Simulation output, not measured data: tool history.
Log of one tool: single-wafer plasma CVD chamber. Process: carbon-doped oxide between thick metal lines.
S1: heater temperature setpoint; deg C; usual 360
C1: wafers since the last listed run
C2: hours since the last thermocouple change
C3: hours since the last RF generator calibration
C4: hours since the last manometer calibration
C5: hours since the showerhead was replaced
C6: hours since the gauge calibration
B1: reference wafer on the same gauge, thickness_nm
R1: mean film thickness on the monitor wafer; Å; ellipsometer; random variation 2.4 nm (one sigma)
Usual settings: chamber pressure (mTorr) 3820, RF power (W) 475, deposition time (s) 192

run 1 day=0 | S1=360 chamber_pressure_(mTorr)=3820 RF_power_(W)=475 deposition_time_(s)=192 | C1=0 C2=1060.7 C3=1582.7 C4=1205.9 C5=6820.8 C6=976.6 | B1=663.643 | R1=7680.44
run 2 day=1.121 | S1=360 chamber_pressure_(mTorr)=3820 RF_power_(W)=475 deposition_time_(s)=192 | C1=209 C2=1087.6 C3=1609.6 C4=1232.8 C5=6847.7 C6=1003.5 | B1=663.938 | R1=7703.93
run 3 day=2.729 | S1=364 chamber_pressure_(mTorr)=3820 RF_power_(W)=430 deposition_time_(s)=192 | C1=300 C2=1126.2 C3=1648.2 C4=1271.4 C5=6886.3 C6=1042.1 | B1=664.336 | R1=7205.36
run 4 day=4.654 | S1=360 chamber_pressure_(mTorr)=3820 RF_power_(W)=475 deposition_time_(s)=192 | C1=359 C2=1172.4 C3=1694.4 C4=1317.6 C5=6932.5 C6=1088.3 | B1=664.647 | R1=7643.53
-- day=6.117 showerhead replaced
run 5 day=7.283 | S1=360 chamber_pressure_(mTorr)=3820 RF_power_(W)=475 deposition_time_(s)=192 | C1=428 C2=1235.5 C3=1757.5 C4=1380.7 C5=28 C6=1151.4 | B1=664.584 | R1=7670.43
run 6 day=9.179 | S1=360 chamber_pressure_(mTorr)=3820 RF_power_(W)=475 deposition_time_(s)=192 | C1=354 C2=1281 C3=1803 C4=1426.2 C5=73.5 C6=1196.9 | B1=664.608 | R1=7694.2
-- day=12.2 capacitance manometer re-zeroed and calibrated
run 7 day=18.042 | S1=360 chamber_pressure_(mTorr)=3820 RF_power_(W)=475 deposition_time_(s)=192 | C1=1593 C2=1493.7 C3=2015.7 C4=140.2 C5=286.2 C6=1409.6 | B1=663.693 | R1=7687.39
-- day=22.029 RF generator calibrated
run 8 day=22.838 | S1=373 chamber_pressure_(mTorr)=2940 RF_power_(W)=475 deposition_time_(s)=192 | C1=833 C2=1608.8 C3=19.4 C4=255.3 C5=401.3 C6=1524.7 | B1=664.007 | R1=7356.02
run 9 day=24.554 | S1=360 chamber_pressure_(mTorr)=3820 RF_power_(W)=565 deposition_time_(s)=192 | C1=320 C2=1650 C3=60.6 C4=296.5 C5=442.5 C6=1565.9 | B1=664.014 | R1=8417.84
run 10 day=25.888 | S1=360 chamber_pressure_(mTorr)=3820 RF_power_(W)=520 deposition_time_(s)=192 | C1=249 C2=1682 C3=92.6 C4=328.5 C5=474.5 C6=1597.9 | B1=663.907 | R1=8113.38
run 11 day=33.033 | S1=360 chamber_pressure_(mTorr)=4570 RF_power_(W)=475 deposition_time_(s)=192 | C1=1335 C2=1853.5 C3=264.1 C4=500 C5=646 C6=1769.4 | B1=663.711 | R1=7828.94
run 12 day=35.896 | S1=360 chamber_pressure_(mTorr)=3820 RF_power_(W)=500 deposition_time_(s)=214 | C1=534 C2=1922.2 C3=332.8 C4=568.7 C5=714.7 C6=1838.1 | B1=663.553 | R1=8828.43
run 13 day=37.704 | S1=368 chamber_pressure_(mTorr)=3440 RF_power_(W)=475 deposition_time_(s)=192 | C1=337 C2=1965.6 C3=376.2 C4=612.1 C5=758.1 C6=1881.5 | B1=663.745 | R1=7525.01
run 14 day=39.829 | S1=360 chamber_pressure_(mTorr)=3820 RF_power_(W)=475 deposition_time_(s)=192 | C1=397 C2=2016.6 C3=427.2 C4=663.1 C5=809.1 C6=1932.5 | B1=664.109 | R1=7713.78
run 15 day=42.208 | S1=360 chamber_pressure_(mTorr)=3020 RF_power_(W)=475 deposition_time_(s)=192 | C1=444 C2=2073.7 C3=484.3 C4=720.2 C5=866.2 C6=1989.6 | B1=664.075 | R1=7551.42
run 16 day=43.846 | S1=360 chamber_pressure_(mTorr)=3820 RF_power_(W)=475 deposition_time_(s)=192 | C1=305 C2=2113 C3=523.6 C4=759.5 C5=905.5 C6=2028.9 | B1=663.956 | R1=7710.76
run 17 day=46.138 | S1=360 chamber_pressure_(mTorr)=2990 RF_power_(W)=520 deposition_time_(s)=192 | C1=428 C2=2168 C3=578.6 C4=814.5 C5=960.5 C6=2083.9 | B1=664.27 | R1=7896.19
-- day=46.792 gauge calibrated
-- day=46.967 thermocouple changed; heater temperature recalibrated
run 18 day=47.471 | S1=368 chamber_pressure_(mTorr)=3260 RF_power_(W)=475 deposition_time_(s)=171 | C1=186 C2=12.1 C3=610.6 C4=846.5 C5=992.5 C6=16.3 | B1=664.055 | R1=6745.29
run 19 day=50.446 | S1=360 chamber_pressure_(mTorr)=3820 RF_power_(W)=475 deposition_time_(s)=192 | C1=555 C2=83.5 C3=682 C4=917.9 C5=1063.9 C6=87.7 | B1=663.681 | R1=7742.4
run 20 day=51.85 | S1=352 chamber_pressure_(mTorr)=4120 RF_power_(W)=530 deposition_time_(s)=192 | C1=262 C2=117.2 C3=715.7 C4=951.6 C5=1097.6 C6=121.4 | B1=663.61 | R1=8418.11
run 21 day=56.904 | S1=374 chamber_pressure_(mTorr)=4450 RF_power_(W)=405 deposition_time_(s)=223 | C1=944 C2=238.5 C3=837 C4=1072.9 C5=1218.9 C6=242.7 | B1=664.471 | R1=8112.65
run 22 day=58.738 | S1=368 chamber_pressure_(mTorr)=4160 RF_power_(W)=475 deposition_time_(s)=157 | C1=342 C2=282.5 C3=881 C4=1116.9 C5=1262.9 C6=286.7 | B1=664.045 | R1=6281.4
run 23 day=60.883 | S1=360 chamber_pressure_(mTorr)=3820 RF_power_(W)=475 deposition_time_(s)=192 | C1=400 C2=334 C3=932.5 C4=1168.4 C5=1314.4 C6=338.2 | B1=664.056 | R1=7733.17
run 24 day=62.371 | S1=350 chamber_pressure_(mTorr)=3440 RF_power_(W)=420 deposition_time_(s)=192 | C1=277 C2=369.7 C3=968.2 C4=1204.1 C5=1350.1 C6=373.9 | B1=664.239 | R1=7298.23
run 25 day=63.5 | S1=353 chamber_pressure_(mTorr)=3820 RF_power_(W)=515 deposition_time_(s)=192 | C1=210 C2=396.8 C3=995.3 C4=1231.2 C5=1377.2 C6=401 | B1=663.859 | R1=8226.83
run 26 day=65.275 | S1=360 chamber_pressure_(mTorr)=3820 RF_power_(W)=475 deposition_time_(s)=192 | C1=331 C2=439.4 C3=1037.9 C4=1273.8 C5=1419.8 C6=443.6 | B1=663.868 | R1=7704.26
run 27 day=67.275 | S1=360 chamber_pressure_(mTorr)=3820 RF_power_(W)=475 deposition_time_(s)=192 | C1=373 C2=487.4 C3=1085.9 C4=1321.8 C5=1467.8 C6=491.6 | B1=663.834 | R1=7700.26
run 28 day=69.462 | S1=347 chamber_pressure_(mTorr)=3220 RF_power_(W)=415 deposition_time_(s)=166 | C1=408 C2=539.9 C3=1138.4 C4=1374.3 C5=1520.3 C6=544.1 | B1=664.053 | R1=6252.46
run 29 day=71.975 | S1=354 chamber_pressure_(mTorr)=2870 RF_power_(W)=475 deposition_time_(s)=192 | C1=469 C2=600.2 C3=1198.7 C4=1434.6 C5=1580.6 C6=604.4 | B1=663.849 | R1=7666.25

Forecast each of these 3 alternatives for the next run:
run A day=71.996 | S1=346 chamber_pressure_(mTorr)=3820 RF_power_(W)=475 deposition_time_(s)=192 | C1=3 C2=600.7 C3=1199.2 C4=1435.1 C5=1581.1 C6=604.9 | B1=? | R1=?
run B day=71.996 | S1=360 chamber_pressure_(mTorr)=3820 RF_power_(W)=475 deposition_time_(s)=169 | C1=3 C2=600.7 C3=1199.2 C4=1435.1 C5=1581.1 C6=604.9 | B1=? | R1=?
run C day=71.996 | S1=351 chamber_pressure_(mTorr)=3820 RF_power_(W)=475 deposition_time_(s)=192 | C1=3 C2=600.7 C3=1199.2 C4=1435.1 C5=1581.1 C6=604.9 | B1=? | R1=?

run=A B1=663.812 R1=7918.91
run=B B1=663.812 R1=6771.23
run=C B1=663.812 R1=7833.93
Without the tool's hidden state the same runs would have given:
run=A R1=7979.66
run=B R1=6815.16
run=C R1=7889.92
